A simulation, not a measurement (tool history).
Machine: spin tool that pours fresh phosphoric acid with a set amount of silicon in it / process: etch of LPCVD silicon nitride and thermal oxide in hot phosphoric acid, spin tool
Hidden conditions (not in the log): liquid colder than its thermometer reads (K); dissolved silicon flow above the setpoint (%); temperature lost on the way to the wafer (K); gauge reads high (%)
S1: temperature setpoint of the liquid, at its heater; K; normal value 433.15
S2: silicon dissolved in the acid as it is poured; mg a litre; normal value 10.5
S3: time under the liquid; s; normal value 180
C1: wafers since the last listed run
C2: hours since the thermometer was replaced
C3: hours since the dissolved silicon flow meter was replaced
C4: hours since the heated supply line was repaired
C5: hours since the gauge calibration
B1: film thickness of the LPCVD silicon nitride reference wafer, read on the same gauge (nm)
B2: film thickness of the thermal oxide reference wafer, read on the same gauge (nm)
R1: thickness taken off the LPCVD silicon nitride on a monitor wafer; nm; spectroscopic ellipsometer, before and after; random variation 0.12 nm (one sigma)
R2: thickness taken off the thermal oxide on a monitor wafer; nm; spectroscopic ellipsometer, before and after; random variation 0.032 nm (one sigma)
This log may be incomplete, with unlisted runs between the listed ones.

run,hour,S1,S2,S3,C1,C2,C3,C4,C5,B1,B2,R1,R2
1,0,433.15,10.5,180,0,711.4,604.4,2946.7,400.3,59.06,137.793,12.49,0.392
2,70.6,433.15,10.5,180,339,782,675,3017.3,470.9,58.92,137.449,12.53,0.409
3,103.9,433.15,6.5,180,160,815.3,708.3,3050.6,504.2,58.81,137.261,12.39,0.461
4,233.7,433.15,14.5,145,623,945.1,838.1,3180.4,634,58.51,136.494,10.08,0.257
5,298.2,431.65,4,130,309,1009.6,902.6,3244.9,698.5,58.35,136.172,8.29,0.33
6,361.2,431.65,6,180,302,1072.6,965.6,3307.9,761.5,58.22,135.849,11.61,0.413
7,388.4,435.15,10.5,85,130,1099.8,992.8,3335.1,788.7,58.14,135.668,6.18,0.208
8,415.4,433.15,10.5,180,129,1126.8,1019.8,3362.1,815.7,58.06,135.488,12.17,0.327
9,447.4,433.15,10.5,180,153,1158.8,1051.8,3394.1,847.7,58.02,135.284,12,0.43
10,473.4,435.65,10.5,110,124,1184.8,1077.8,3420.1,873.7,57.93,135.197,8,0.272
# hour 503.4: dissolved silicon flow meter replaced
11,503.8,431.65,13.5,140,141,1215.2,0.4,3450.5,904.1,57.87,135,8.96,0.234
# hour 526: thermometer replaced
12,542.7,433.15,8,225,182,16.7,39.3,3489.4,943,57.77,134.776,15.16,0.559
13,590.2,431.65,10.5,180,228,64.2,86.8,3536.9,990.5,57.68,134.537,11.46,0.373
14,649.7,430.65,10.5,240,285,123.7,146.3,3596.4,1050,57.53,134.171,14.57,0.422
15,695.8,434.65,18,75,221,169.8,192.4,3642.5,1096.1,57.41,133.963,5.25,0.136
# hour 699.8: gauge calibrated
# hour 718.7: heated supply line repaired
16,757.1,432.15,6,120,289,231.1,253.7,38.4,57.3,60.15,140.388,8.16,0.246
17,907.7,436.15,10.5,180,723,381.7,404.3,189,207.9,59.8,139.544,13.79,0.481
18,968.9,431.15,5,80,294,442.9,465.5,250.2,269.1,59.67,139.161,5.19,0.161
19,1038.5,436.15,8,180,334,512.5,535.1,319.8,338.7,59.48,138.81,13.8,0.41
20,1082.8,433.15,10.5,180,212,556.8,579.4,364.1,383,59.37,138.564,12.63,0.438
21,1154.6,435.15,10.5,180,345,628.6,651.2,435.9,454.8,59.18,138.119,13.1,0.469

Branching from run 21: 5 alternative next runs. What would each branch give?
A,1155.1,433.15,10.5,245,2,629.1,651.7,436.4,455.3,?,?,?,?
B,1155.1,433.15,10.5,225,2,629.1,651.7,436.4,455.3,?,?,?,?
C,1155.1,431.15,13,140,2,629.1,651.7,436.4,455.3,?,?,?,?
D,1155.1,430.65,4,180,2,629.1,651.7,436.4,455.3,?,?,?,?
E,1155.1,433.15,5,180,2,629.1,651.7,436.4,455.3,?,?,?,?

run,B1,B2,R1,R2
A,59.21,138.169,17.23,0.5
B,59.21,138.169,15.82,0.459
C,59.21,138.169,9.2,0.232
D,59.21,138.169,11.63,0.349
E,59.21,138.169,12.66,0.413
With the hidden condition removed and each run's random variation left untouched, the same runs would have given:
run,R1,R2
A,17.46,0.507
B,16.03,0.465
C,9.32,0.236
D,11.79,0.354
E,12.83,0.418

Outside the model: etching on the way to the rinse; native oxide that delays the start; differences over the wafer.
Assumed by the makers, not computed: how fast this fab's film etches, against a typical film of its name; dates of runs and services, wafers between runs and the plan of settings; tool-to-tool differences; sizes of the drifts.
